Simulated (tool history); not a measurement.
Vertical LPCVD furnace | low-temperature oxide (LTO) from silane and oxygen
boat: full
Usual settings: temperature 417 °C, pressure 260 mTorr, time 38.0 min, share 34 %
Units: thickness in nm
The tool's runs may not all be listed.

run    hour  temperature  pressure  time  share  wafers since the last listed run  hours since the last temperature calibration  hours since the pressure gauge was zeroed  hours since the silane flow controller was replaced  hours since the gauge calibration  read-back reference wafer on the same gauge, thickness  thickness
  1     0.0          417       260  38.0     32                                 0                                        2025.2                                     1893.2                                               5534.4                             1252.8                                                  362.79     380.24
  2    80.1          417       260  38.0     32                              1242                                        2105.3                                     1973.3                                               5614.5                             1332.9                                                  363.23     385.59
  3   144.4          417       260  38.0     32                               997                                        2169.6                                     2037.6                                               5678.8                             1397.2                                                  363.22     383.89
  4   209.1          417       260  38.0     34                              1003                                        2234.3                                     2102.3                                               5743.5                             1461.9                                                  364.89     416.11
  5   269.2          417       260  38.0     34                               931                                        2294.4                                     2162.4                                               5803.6                             1522.0                                                  364.50     415.28
  6   320.6          417       260  38.0     34                               796                                        2345.8                                     2213.8                                               5855.0                             1573.4                                                  364.49     416.44
  7   421.3          417       260  38.0     34                              1561                                        2446.5                                     2314.5                                               5955.7                             1674.1                                                  366.22     419.49
  8   480.2          417       260  38.0     34                               913                                        2505.4                                     2373.4                                               6014.6                             1733.0                                                  365.94     422.29
  9   533.4          417       260  38.0     34                               824                                        2558.6                                     2426.6                                               6067.8                             1786.2                                                  366.00     418.28
 10   638.3          417       260  38.0     34                              1626                                        2663.5                                     2531.5                                               6172.7                             1891.1                                                  367.29     420.97
 11   688.5          417       260  38.0     34                               778                                        2713.7                                     2581.7                                               6222.9                             1941.3                                                  368.50     418.17
      716.2  -- thermocouples replaced and temperature profile calibrated
      737.7  -- pressure gauge zeroed
 12   770.7          417       260  38.0     34                               568                                          54.5                                       33.0                                               6305.1                             2023.5                                                  369.14     428.85
 13   816.0          417       260  38.0     34                               702                                          99.8                                       78.3                                               6350.4                             2068.8                                                  369.63     422.69
 14   914.3          417       260  38.0     31                              1524                                         198.1                                      176.6                                               6448.7                             2167.1                                                  370.67     374.72
 15  1001.5          417       260  38.0     34                              1352                                         285.3                                      263.8                                               6535.9                             2254.3                                                  370.94     424.83
 16  1045.5          413       260  38.0     34                               682                                         329.3                                      307.8                                               6579.9                             2298.3                                                  371.18     405.29
 17  1083.8          417       260  42.5     34                               593                                         367.6                                      346.1                                               6618.2                             2336.6                                                  371.95     477.05
 18  1182.6          417       260  38.0     34                              1531                                         466.4                                      444.9                                               6717.0                             2435.4                                                  373.18     426.12
 19  1224.7          417       260  38.0     34                               652                                         508.5                                      487.0                                               6759.1                             2477.5                                                  373.61     426.32
     1297.0  -- silane flow controller replaced
     1403.6  -- gauge calibrated
 20  1445.5          417       325  52.0     34                              3051                                         729.3                                      707.8                                                148.5                               41.9                                                  362.75     708.99
 21  1531.9          417       315  38.0     34                              1339                                         815.7                                      794.2                                                234.9                              128.3                                                  363.00     502.54
 22  1598.3          417       300  38.0     34                              1029                                         882.1                                      860.6                                                301.3                              194.7                                                  362.78     474.42
 23  1681.0          417       280  38.0     34                              1282                                         964.8                                      943.3                                                384.0                              277.4                                                  363.08     443.97
 24  1749.4          417       260  38.0     34                              1060                                        1033.2                                     1011.7                                                452.4                              345.8                                                  363.03     417.65
 25  1831.7          417       260  38.0     39                              1276                                        1115.5                                     1094.0                                                534.7                              428.1                                                  363.04     493.41
 26  1880.9          407       210  51.5     39                               762                                        1164.7                                     1143.2                                                583.9                              477.3                                                  363.62     485.82
 27  1937.6          409       300  51.0     34                               879                                        1221.4                                     1199.9                                                640.6                              534.0                                                  362.45     598.56
 28  2034.9          417       260  38.0     34                              1508                                        1318.7                                     1297.2                                                737.9                              631.3                                                  364.08     414.38
 29  2077.8          417       260  38.0     34                               665                                        1361.6                                     1340.1                                                780.8                              674.2                                                  363.36     416.95
 30  2147.1          417       280  26.5     34                              1074                                        1430.9                                     1409.4                                                850.1                              743.5                                                  363.15     313.71
 31  2195.4          408       220  47.0     34                               748                                        1479.2                                     1457.7                                                898.4                              791.8                                                  364.41     393.16

Forecast each of these 4 alternatives for the next run:
  A  2199.4          417       260  28.0     34                                62                                        1483.2                                     1461.7                                                902.4                              795.8                                                       ?          ?
  B  2199.4          426       285  31.5     28                                62                                        1483.2                                     1461.7                                                902.4                              795.8                                                       ?          ?
  C  2199.4          428       260  38.0     34                                62                                        1483.2                                     1461.7                                                902.4                              795.8                                                       ?          ?
  D  2199.4          417       290  38.0     34                                62                                        1483.2                                     1461.7                                                902.4                              795.8                                                       ?          ?

run  read-back reference wafer on the same gauge, thickness  thickness
  A                                                  364.54     305.94
  B                                                  364.54     318.21
  C                                                  364.54     466.55
  D                                                  364.54     463.11
Without the tool's hidden state the same runs would have given:
run  thickness
  A     303.08
  B     315.24
  C     462.19
  D     458.78
